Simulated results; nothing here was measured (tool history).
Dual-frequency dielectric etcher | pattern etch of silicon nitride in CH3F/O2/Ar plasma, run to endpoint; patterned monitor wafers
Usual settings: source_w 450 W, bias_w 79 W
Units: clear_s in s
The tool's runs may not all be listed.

run    hour  source_w  bias_w  incoming incoming film thickness, nm  clear_s
  1       0       420      79                                 29.01       43
  2    68.9       450      87                                 29.17     40.5
  3     128       450      87                                 28.79     40.4
  4   188.9       450      87                                 28.89     40.7
      236.5  -- wet clean of the chamber
  5   260.7       450      79                                 29.24     39.2
  6   320.5       450      79                                 28.73     39.6
  7   352.7       520      65                                 28.98     39.5
  8   379.4       520      65                                 28.94     38.9
  9   409.8       520      65                                 29.11     39.5
 10   467.1       450      79                                 28.81     40.1
      492.3  -- source power generator calibrated
      512.3  -- upper electrode replaced
 11   512.8       450      87                                  29.1     38.9
 12   534.3       450      79                                 29.02     40.3
      559.8  -- bias power generator calibrated
 13   583.4       450      79                                 28.76     40.2
 14   646.1       350      84                                 28.82     46.7
 15   699.5       390      68                                 29.09     47.5
 16   767.7       450      61                                    29     45.1
      860.1  -- wet clean of the chamber
 17   911.6       550      63                                 29.12     37.9
 18   958.1       390      79                                 29.22     43.5
 19   986.2       450      66                                 28.89     42.4
 20  1116.4       480      66                                 29.02     41.4
 21  1179.7       410      69                                 29.15     44.9

3 ways to go on from here, each from the tool as it stands after run 21. What would each give?
  A  1180.1       450      72                                 29.07        ?
  B  1180.1       520      97                                 29.07        ?
  C  1180.1       520      99                                 29.07        ?

run  clear_s
  A     41.4
  B       34
  C     33.7
Without the tool's hidden state the same runs would have given:
run  clear_s
  A     40.6
  B     33.4
  C     33.1
